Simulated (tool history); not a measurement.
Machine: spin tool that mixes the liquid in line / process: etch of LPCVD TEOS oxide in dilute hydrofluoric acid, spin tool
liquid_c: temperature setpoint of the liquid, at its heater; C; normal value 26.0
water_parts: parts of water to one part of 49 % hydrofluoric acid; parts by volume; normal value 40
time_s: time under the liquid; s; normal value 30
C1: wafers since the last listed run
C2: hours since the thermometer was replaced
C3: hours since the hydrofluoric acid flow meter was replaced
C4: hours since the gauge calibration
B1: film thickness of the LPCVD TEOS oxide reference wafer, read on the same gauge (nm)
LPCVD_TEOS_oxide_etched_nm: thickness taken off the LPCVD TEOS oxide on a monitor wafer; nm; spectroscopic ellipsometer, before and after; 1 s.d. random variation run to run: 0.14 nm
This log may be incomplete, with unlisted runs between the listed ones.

run 1 hour=0.0 | liquid_c=26.0 water_parts=50 time_s=30 | C1=0 C2=1153.3 C3=1849.3 C4=26.8 | B1=129.99 | LPCVD_TEOS_oxide_etched_nm=29.96
run 2 hour=15.9 | liquid_c=26.0 water_parts=40 time_s=30 | C1=220 C2=1169.2 C3=1865.2 C4=42.7 | B1=129.99 | LPCVD_TEOS_oxide_etched_nm=38.10
run 3 hour=22.3 | liquid_c=26.0 water_parts=40 time_s=30 | C1=88 C2=1175.6 C3=1871.6 C4=49.1 | B1=129.99 | LPCVD_TEOS_oxide_etched_nm=38.28
run 4 hour=36.8 | liquid_c=26.0 water_parts=40 time_s=30 | C1=200 C2=1190.1 C3=1886.1 C4=63.6 | B1=129.97 | LPCVD_TEOS_oxide_etched_nm=37.95
run 5 hour=47.1 | liquid_c=26.0 water_parts=40 time_s=30 | C1=142 C2=1200.4 C3=1896.4 C4=73.9 | B1=129.96 | LPCVD_TEOS_oxide_etched_nm=38.06
run 6 hour=57.1 | liquid_c=29.5 water_parts=40 time_s=15 | C1=138 C2=1210.4 C3=1906.4 C4=83.9 | B1=130.00 | LPCVD_TEOS_oxide_etched_nm=21.78
-- hour=69.0 hydrofluoric acid flow meter replaced
run 7 hour=70.4 | liquid_c=29.5 water_parts=40 time_s=15 | C1=170 C2=1223.7 C3=1.4 C4=97.2 | B1=129.96 | LPCVD_TEOS_oxide_etched_nm=25.30
-- hour=76.5 gauge calibrated
run 8 hour=86.2 | liquid_c=29.5 water_parts=40 time_s=15 | C1=218 C2=1239.5 C3=17.2 C4=9.7 | B1=130.01 | LPCVD_TEOS_oxide_etched_nm=25.20
run 9 hour=101.7 | liquid_c=29.5 water_parts=60 time_s=25 | C1=214 C2=1255.0 C3=32.7 C4=25.2 | B1=130.01 | LPCVD_TEOS_oxide_etched_nm=27.33
-- hour=115.1 thermometer replaced
run 10 hour=117.6 | liquid_c=28.0 water_parts=25 time_s=40 | C1=206 C2=2.5 C3=48.6 C4=41.1 | B1=130.00 | LPCVD_TEOS_oxide_etched_nm=103.82
run 11 hour=125.4 | liquid_c=26.0 water_parts=35 time_s=25 | C1=107 C2=10.3 C3=56.4 C4=48.9 | B1=130.02 | LPCVD_TEOS_oxide_etched_nm=41.99
run 12 hour=133.0 | liquid_c=29.5 water_parts=50 time_s=15 | C1=105 C2=17.9 C3=64.0 C4=56.5 | B1=129.99 | LPCVD_TEOS_oxide_etched_nm=19.84
run 13 hour=142.7 | liquid_c=26.0 water_parts=40 time_s=30 | C1=134 C2=27.6 C3=73.7 C4=66.2 | B1=129.99 | LPCVD_TEOS_oxide_etched_nm=43.85
run 14 hour=160.3 | liquid_c=26.0 water_parts=50 time_s=30 | C1=243 C2=45.2 C3=91.3 C4=83.8 | B1=129.98 | LPCVD_TEOS_oxide_etched_nm=34.46
run 15 hour=171.2 | liquid_c=26.0 water_parts=40 time_s=20 | C1=150 C2=56.1 C3=102.2 C4=94.7 | B1=130.02 | LPCVD_TEOS_oxide_etched_nm=29.06
run 16 hour=188.1 | liquid_c=31.0 water_parts=25 time_s=20 | C1=233 C2=73.0 C3=119.1 C4=111.6 | B1=129.99 | LPCVD_TEOS_oxide_etched_nm=58.09
run 17 hour=195.6 | liquid_c=30.5 water_parts=35 time_s=30 | C1=103 C2=80.5 C3=126.6 C4=119.1 | B1=130.00 | LPCVD_TEOS_oxide_etched_nm=60.21

How the hidden state differs across the entries between the runs, from the last listed run before each to the first after it:
From run 6 to run 7: hydrofluoric acid flow meter replaced (hour 69.0)
  hydrofluoric acid flow below the setpoint (%): 13.8 -> 0.8
  the result without the hidden state subtracted from the measured one, LPCVD_TEOS_oxide_etched_nm: -3.72 -> -0.21 nm
From run 7 to run 8: gauge calibrated (hour 76.5)
  hydrofluoric acid flow below the setpoint (%): 0.8 -> 0.912
  the result without the hidden state subtracted from the measured one, LPCVD_TEOS_oxide_etched_nm: -0.21 -> -0.24 nm
From run 9 to run 10: thermometer replaced (hour 115.1)
  hydrofluoric acid flow below the setpoint (%): 1.02 -> 1.14
  the result without the hidden state subtracted from the measured one, LPCVD_TEOS_oxide_etched_nm: -0.31 -> -1.25 nm
